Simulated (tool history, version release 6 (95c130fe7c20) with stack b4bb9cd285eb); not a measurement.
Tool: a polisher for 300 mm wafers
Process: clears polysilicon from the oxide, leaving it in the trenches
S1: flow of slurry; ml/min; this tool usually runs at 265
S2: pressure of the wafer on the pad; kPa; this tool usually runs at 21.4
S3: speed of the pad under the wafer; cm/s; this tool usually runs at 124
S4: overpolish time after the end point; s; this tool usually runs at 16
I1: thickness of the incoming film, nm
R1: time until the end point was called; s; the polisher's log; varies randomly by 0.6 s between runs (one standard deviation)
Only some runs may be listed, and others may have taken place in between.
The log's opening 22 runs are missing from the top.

Run 23, hour 1750.7: usual settings but S3 90 cm/s, S4 10 s; I1 504.8. Result: R1 51.4 s.
Run 24, hour 1792.2: usual settings but S1 350 ml/min, S2 28.3 kPa; I1 514.7. Result: R1 28.0 s.
Run 25, hour 1833.8: usual settings; I1 502.9. Result: R1 37.4 s.
Run 26, hour 1907.4: usual settings but S1 340 ml/min, S3 140 cm/s, S4 25 s; I1 507.9. Result: R1 31.6 s.
At hour 1939.0: worn pad replaced by a new one.
Run 27, hour 1988.9: usual settings but S1 225 ml/min, S2 26.9 kPa; I1 507.3. Result: R1 31.8 s.
Run 28, hour 2058.4: usual settings but S1 175 ml/min, S2 17.9 kPa; I1 513.3. Result: R1 51.2 s.
Run 29, hour 2165.4: usual settings; I1 507.7. Result: R1 39.4 s.
Run 30, hour 2205.2: usual settings; I1 518.7. Result: R1 41.2 s.
At hour 2283.2: slurry nozzle cleaned.
Run 31, hour 2283.7: usual settings but S1 330 ml/min, S2 18.6 kPa, S4 7 s; I1 513.2. Result: R1 41.1 s.
At hour 2289.7: head pressure recalibrated.
Run 32, hour 2322.2: usual settings but S1 330 ml/min; I1 517.3. Result: R1 36.1 s.
Run 33, hour 2376.1: usual settings but S1 175 ml/min, S2 17.9 kPa; I1 504.2. Result: R1 46.9 s.
Run 34, hour 2459.0: usual settings; I1 502.6. Result: R1 36.7 s.
Run 35, hour 2542.5: usual settings; I1 515.1. Result: R1 36.7 s.

Predict each of these 3 candidate next runs independently; none follows another, all start after run 35:
Run A, hour 2542.9: usual settings; I1 513.6. Result: R1 ?.
Run B, hour 2542.9: usual settings but S1 235 ml/min, S2 27.6 kPa, S3 94 cm/s, S4 25 s; I1 513.6. Result: R1 ?.
Run C, hour 2542.9: usual settings but S1 295 ml/min, S3 96 cm/s; I1 513.6. Result: R1 ?.

run    R1
  A  37.2
  B  39.0
  C  47.3
Stripped of hidden state, with their random variation kept, the same runs would have yielded:
run    R1
  A  36.1
  B  37.7
  C  46.1
